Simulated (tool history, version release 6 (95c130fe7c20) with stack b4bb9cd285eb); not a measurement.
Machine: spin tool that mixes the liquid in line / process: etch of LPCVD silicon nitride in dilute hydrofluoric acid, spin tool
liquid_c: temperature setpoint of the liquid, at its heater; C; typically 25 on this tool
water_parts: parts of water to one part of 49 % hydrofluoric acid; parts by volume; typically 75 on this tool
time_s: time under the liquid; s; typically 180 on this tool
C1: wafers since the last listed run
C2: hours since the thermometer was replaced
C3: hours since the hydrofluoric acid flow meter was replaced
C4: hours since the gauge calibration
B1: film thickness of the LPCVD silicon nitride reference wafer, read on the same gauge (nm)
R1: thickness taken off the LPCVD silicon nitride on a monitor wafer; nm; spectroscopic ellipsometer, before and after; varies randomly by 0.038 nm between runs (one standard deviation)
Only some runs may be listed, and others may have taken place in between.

run 1 day=0 | liquid_c=25 water_parts=75 time_s=180 | C1=0 C2=399.9 C3=394.7 C4=217.8 | B1=80.006 | R1=1.101
run 2 day=4.475 | liquid_c=25 water_parts=75 time_s=180 | C1=984 C2=507.3 C3=502.1 C4=325.2 | B1=80.016 | R1=1.052
run 3 day=7.167 | liquid_c=29 water_parts=75 time_s=180 | C1=592 C2=571.9 C3=566.7 C4=389.8 | B1=79.985 | R1=1.392
run 4 day=9.408 | liquid_c=29 water_parts=75 time_s=180 | C1=493 C2=625.7 C3=620.5 C4=443.6 | B1=80 | R1=1.303
run 5 day=12.138 | liquid_c=29 water_parts=75 time_s=180 | C1=600 C2=691.2 C3=686 C4=509.1 | B1=79.993 | R1=1.306
run 6 day=15.95 | liquid_c=25 water_parts=75 time_s=120 | C1=838 C2=782.7 C3=777.5 C4=600.6 | B1=79.989 | R1=0.694
-- day=16.396 hydrofluoric acid flow meter replaced
run 7 day=20.038 | liquid_c=25 water_parts=75 time_s=120 | C1=889 C2=880.8 C3=87.4 C4=698.7 | B1=80.016 | R1=0.799
run 8 day=23.65 | liquid_c=23.5 water_parts=75 time_s=180 | C1=794 C2=967.5 C3=174.1 C4=785.4 | B1=80.007 | R1=0.968
run 9 day=26.271 | liquid_c=23.5 water_parts=75 time_s=180 | C1=576 C2=1030.4 C3=237 C4=848.3 | B1=80.02 | R1=0.968
run 10 day=36.279 | liquid_c=23 water_parts=75 time_s=215 | C1=2201 C2=1270.6 C3=477.2 C4=1088.5 | B1=79.982 | R1=1.171
run 11 day=40.162 | liquid_c=25 water_parts=55 time_s=180 | C1=854 C2=1363.8 C3=570.4 C4=1181.7 | B1=80.013 | R1=1.435
run 12 day=43.679 | liquid_c=25 water_parts=75 time_s=180 | C1=773 C2=1448.2 C3=654.8 C4=1266.1 | B1=79.995 | R1=1.045
-- day=46.617 hydrofluoric acid flow meter replaced
run 13 day=46.696 | liquid_c=25 water_parts=75 time_s=180 | C1=654 C2=1520.6 C3=1.9 C4=1338.5 | B1=79.99 | R1=1.173
run 14 day=49.367 | liquid_c=25 water_parts=90 time_s=230 | C1=587 C2=1584.7 C3=66 C4=1402.6 | B1=79.973 | R1=1.155
run 15 day=51.329 | liquid_c=25 water_parts=90 time_s=230 | C1=431 C2=1631.8 C3=113.1 C4=1449.7 | B1=80.005 | R1=1.214
run 16 day=53.888 | liquid_c=28.5 water_parts=75 time_s=180 | C1=562 C2=1693.2 C3=174.5 C4=1511.1 | B1=79.994 | R1=1.391
run 17 day=56.775 | liquid_c=28 water_parts=55 time_s=150 | C1=635 C2=1762.5 C3=243.8 C4=1580.4 | B1=80 | R1=1.4
run 18 day=67.958 | liquid_c=25 water_parts=75 time_s=180 | C1=2459 C2=2030.9 C3=512.2 C4=1848.8 | B1=80.006 | R1=1.051
run 19 day=69.95 | liquid_c=25 water_parts=105 time_s=180 | C1=438 C2=2078.7 C3=560 C4=1896.6 | B1=79.973 | R1=0.738
run 20 day=74.062 | liquid_c=20.5 water_parts=115 time_s=110 | C1=904 C2=2177.4 C3=658.7 C4=1995.3 | B1=80.011 | R1=0.298
-- day=74.95 hydrofluoric acid flow meter replaced
run 21 day=76.225 | liquid_c=25 water_parts=105 time_s=180 | C1=466 C2=2229.3 C3=30.6 C4=2047.2 | B1=80.009 | R1=0.848
run 22 day=78.9 | liquid_c=25 water_parts=50 time_s=180 | C1=588 C2=2293.5 C3=94.8 C4=2111.4 | B1=79.989 | R1=1.755
run 23 day=80.704 | liquid_c=23.5 water_parts=75 time_s=180 | C1=396 C2=2336.8 C3=138.1 C4=2154.7 | B1=80.015 | R1=0.962
-- day=82.708 gauge calibrated
-- day=82.771 thermometer replaced
run 24 day=83.879 | liquid_c=29.5 water_parts=60 time_s=180 | C1=689 C2=26.6 C3=214.3 C4=28.1 | B1=79.968 | R1=1.897
run 25 day=87.625 | liquid_c=25 water_parts=85 time_s=180 | C1=823 C2=116.5 C3=304.2 C4=118 | B1=79.997 | R1=0.955
run 26 day=91.662 | liquid_c=25 water_parts=90 time_s=110 | C1=888 C2=213.4 C3=401.1 C4=214.9 | B1=80.003 | R1=0.543
run 27 day=94.75 | liquid_c=25 water_parts=75 time_s=210 | C1=679 C2=287.5 C3=475.2 C4=289 | B1=79.998 | R1=1.196
run 28 day=96.658 | liquid_c=25 water_parts=45 time_s=140 | C1=419 C2=333.3 C3=521 C4=334.8 | B1=80.009 | R1=1.38
run 29 day=100.358 | liquid_c=25 water_parts=35 time_s=180 | C1=813 C2=422.1 C3=609.8 C4=423.6 | B1=80.024 | R1=2.267
run 30 day=104.208 | liquid_c=21.5 water_parts=75 time_s=105 | C1=846 C2=514.5 C3=702.2 C4=516 | B1=80.007 | R1=0.431

Some steps in R1 between neighbouring runs. How much of each would the tool show without its hidden state too (settings, what came in, random variation), and how much is left for the hidden state, with any gauge scatter that isn't in both results?
Unlogged tool condition in this case: liquid hotter than its thermometer reads (K); hydrofluoric acid flow below the setpoint (%); gauge reads high (%).
Run 12 -> 13: hydrofluoric acid flow meter replaced. R1 +0.128 nm: hidden state +0.115, all else +0.013.
Run 23 -> 24: liquid_c 23.5 -> 29.5, water_parts 75 -> 60, gauge calibrated, thermometer replaced. R1 +0.935 nm: hidden state -0.062, all else +0.997.
Run 24 -> 25: liquid_c 29.5 -> 25, water_parts 60 -> 85. R1 -0.942 nm: hidden state +0.034, all else -0.976.
Run 28 -> 29: water_parts 45 -> 35, time_s 140 -> 180. R1 +0.887 nm: hidden state -0.135, all else +1.022.
Run 29 -> 30: liquid_c 25 -> 21.5, water_parts 35 -> 75, time_s 180 -> 105. R1 -1.836 nm: hidden state +0.221, all else -2.057.

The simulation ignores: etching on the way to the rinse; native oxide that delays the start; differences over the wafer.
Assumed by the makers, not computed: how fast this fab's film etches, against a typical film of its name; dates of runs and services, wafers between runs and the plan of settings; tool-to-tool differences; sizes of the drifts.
